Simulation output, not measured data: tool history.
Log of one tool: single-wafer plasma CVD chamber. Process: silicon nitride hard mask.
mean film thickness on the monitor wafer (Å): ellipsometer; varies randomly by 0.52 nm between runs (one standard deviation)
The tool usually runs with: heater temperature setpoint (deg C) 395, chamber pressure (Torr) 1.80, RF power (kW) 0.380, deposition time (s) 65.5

run,hour,heater temperature setpoint (deg C),chamber pressure (Torr),RF power (kW),deposition time (s),"read-back reference wafer on the same gauge, thickness_nm",mean film thickness on the monitor wafer (Å)
1,0.0,395,1.80,0.380,65.5,110.950,912.45
2,28.5,395,1.80,0.380,65.5,110.817,913.55
3,53.9,395,1.91,0.380,65.5,110.824,926.64
4,69.4,395,1.91,0.380,65.5,110.746,923.01
# hour 78.0: thermocouple changed; heater temperature recalibrated
5,100.9,395,1.80,0.380,65.5,110.611,911.81
# hour 121.1: showerhead replaced
6,130.7,399,1.80,0.340,55.5,110.561,719.85
7,152.7,395,1.93,0.335,73.8,110.582,970.65
8,182.4,395,1.80,0.380,65.5,110.281,901.95
9,202.4,384,2.23,0.330,54.6,110.768,746.68
10,215.4,395,1.80,0.380,65.5,110.690,904.12
11,231.6,395,1.80,0.380,53.4,110.703,732.01
# hour 250.9: RF generator calibrated
12,266.0,401,1.80,0.305,70.0,110.893,887.08
13,288.6,387,2.06,0.380,65.5,110.977,977.15
14,327.9,395,1.47,0.380,65.5,110.378,883.63
# hour 331.3: gauge calibrated
15,359.5,382,1.48,0.335,65.5,110.562,823.47
16,381.5,395,1.80,0.380,65.5,110.632,940.06
17,395.4,395,1.80,0.380,65.5,110.604,940.44
18,427.9,395,1.55,0.380,61.7,110.673,845.80
19,458.0,389,1.64,0.380,65.5,110.567,915.19
20,482.7,402,2.08,0.340,76.6,110.249,1079.24
21,575.9,395,1.80,0.380,65.5,110.412,939.13
22,609.6,391,1.91,0.400,72.6,110.560,1087.58
23,626.9,395,1.80,0.340,65.5,110.605,877.30
24,643.9,395,2.23,0.380,65.5,110.663,989.03
25,659.6,395,1.42,0.380,76.2,110.376,1007.59
26,695.1,409,1.80,0.415,65.5,110.625,969.86
27,720.8,384,1.97,0.340,54.3,110.659,747.57
28,745.2,395,1.80,0.380,65.5,110.802,923.97

Here are 5 independent what-if runs from the current tool condition. What would each one return?
A,745.6,395,2.14,0.380,65.5,?,?
B,745.6,400,1.80,0.380,65.5,?,?
C,745.6,395,2.17,0.380,65.5,?,?
D,745.6,395,1.80,0.380,69.6,?,?
E,745.6,382,1.80,0.360,65.5,?,?

run,"read-back reference wafer on the same gauge, thickness_nm",mean film thickness on the monitor wafer (Å)
A,110.850,974.04
B,110.850,923.74
C,110.850,977.85
D,110.850,983.84
E,110.850,904.22
With no hidden state in the tool, these same runs would have given:
run,mean film thickness on the monitor wafer (Å)
A,992.57
B,941.32
C,996.46
D,1002.56
E,921.43
